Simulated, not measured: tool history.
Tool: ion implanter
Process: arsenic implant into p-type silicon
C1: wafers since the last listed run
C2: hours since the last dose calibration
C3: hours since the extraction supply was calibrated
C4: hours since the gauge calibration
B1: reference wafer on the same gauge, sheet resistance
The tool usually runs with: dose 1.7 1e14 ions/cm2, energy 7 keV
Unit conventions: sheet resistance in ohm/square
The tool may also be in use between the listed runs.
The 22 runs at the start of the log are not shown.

{"run": 23, "hour": 929.8, "dose": 1.89, "energy": 9, "C1": 1096, "C2": 599.7, "C3": 2333.4, "C4": 427.3, "B1": 564.38, "sheet resistance": 461.54}
{"run": 24, "hour": 987.1, "dose": 1.45, "energy": 5, "C1": 1337, "C2": 657, "C3": 2390.7, "C4": 484.6, "B1": 565.71, "sheet resistance": 603.22}
{"hour": 1022.5, "done": "extraction supply calibrated"}
{"run": 25, "hour": 1030.6, "dose": 1.7, "energy": 4.5, "C1": 828, "C2": 700.5, "C3": 8.1, "C4": 528.1, "B1": 565.03, "sheet resistance": 538.32}
{"run": 26, "hour": 1091.2, "dose": 1.45, "energy": 8, "C1": 1414, "C2": 761.1, "C3": 68.7, "C4": 588.7, "B1": 564.15, "sheet resistance": 580.94}
{"hour": 1107.1, "done": "Faraday cup replaced and dose calibrated"}
{"run": 27, "hour": 1136.1, "dose": 1.7, "energy": 7, "C1": 861, "C2": 29, "C3": 113.6, "C4": 633.6, "B1": 565.89, "sheet resistance": 523.91}
{"run": 28, "hour": 1199.1, "dose": 2.18, "energy": 5.5, "C1": 1470, "C2": 92, "C3": 176.6, "C4": 696.6, "B1": 567.65, "sheet resistance": 437.51}
{"run": 29, "hour": 1225.7, "dose": 1.96, "energy": 6, "C1": 620, "C2": 118.6, "C3": 203.2, "C4": 723.2, "B1": 567.02, "sheet resistance": 471.66}
{"run": 30, "hour": 1265.4, "dose": 2.13, "energy": 9, "C1": 926, "C2": 158.3, "C3": 242.9, "C4": 762.9, "B1": 566.23, "sheet resistance": 425.11}
{"run": 31, "hour": 1303.1, "dose": 1.7, "energy": 5, "C1": 879, "C2": 196, "C3": 280.6, "C4": 800.6, "B1": 569.61, "sheet resistance": 539.66}
{"run": 32, "hour": 1335.9, "dose": 1.7, "energy": 8.5, "C1": 765, "C2": 228.8, "C3": 313.4, "C4": 833.4, "B1": 568.45, "sheet resistance": 514.24}
{"run": 33, "hour": 1401.5, "dose": 1.7, "energy": 7, "C1": 1530, "C2": 294.4, "C3": 379, "C4": 899, "B1": 569.97, "sheet resistance": 523.36}
{"run": 34, "hour": 1440.6, "dose": 1.56, "energy": 9, "C1": 912, "C2": 333.5, "C3": 418.1, "C4": 938.1, "B1": 570.71, "sheet resistance": 542.88}
{"run": 35, "hour": 1508.7, "dose": 1.38, "energy": 9, "C1": 1589, "C2": 401.6, "C3": 486.2, "C4": 1006.2, "B1": 571.27, "sheet resistance": 599.67}
{"hour": 1624.3, "done": "gauge calibrated"}
{"run": 36, "hour": 1663.9, "dose": 1.46, "energy": 9, "C1": 3621, "C2": 556.8, "C3": 641.4, "C4": 39.6, "B1": 561.27, "sheet resistance": 565.22}

Alternative continuations, all from the tool just after run 36; predict every row:
{"run": "A", "hour": 1664.3, "dose": 1.7, "energy": 9, "C1": 9, "C2": 557.2, "C3": 641.8, "C4": 40, "B1": "?", "sheet resistance": "?"}
{"run": "B", "hour": 1664.3, "dose": 1.53, "energy": 6, "C1": 9, "C2": 557.2, "C3": 641.8, "C4": 40, "B1": "?", "sheet resistance": "?"}
{"run": "C", "hour": 1664.3, "dose": 1.53, "energy": 9.5, "C1": 9, "C2": 557.2, "C3": 641.8, "C4": 40, "B1": "?", "sheet resistance": "?"}
{"run": "D", "hour": 1664.3, "dose": 2.21, "energy": 8.5, "C1": 9, "C2": 557.2, "C3": 641.8, "C4": 40, "B1": "?", "sheet resistance": "?"}
{"run": "E", "hour": 1664.3, "dose": 1.99, "energy": 5.5, "C1": 9, "C2": 557.2, "C3": 641.8, "C4": 40, "B1": "?", "sheet resistance": "?"}

run=A B1=561.57 sheet_resistance=501.02
run=B B1=561.57 sheet_resistance=566.45
run=C B1=561.57 sheet_resistance=540.29
run=D B1=561.57 sheet_resistance=410.95
run=E B1=561.57 sheet_resistance=463.85
With no hidden state in the tool, these same runs would have given:
run=A sheet_resistance=502.63
run=B sheet_resistance=568.26
run=C sheet_resistance=542.03
run=D sheet_resistance=412.27
run=E sheet_resistance=465.34
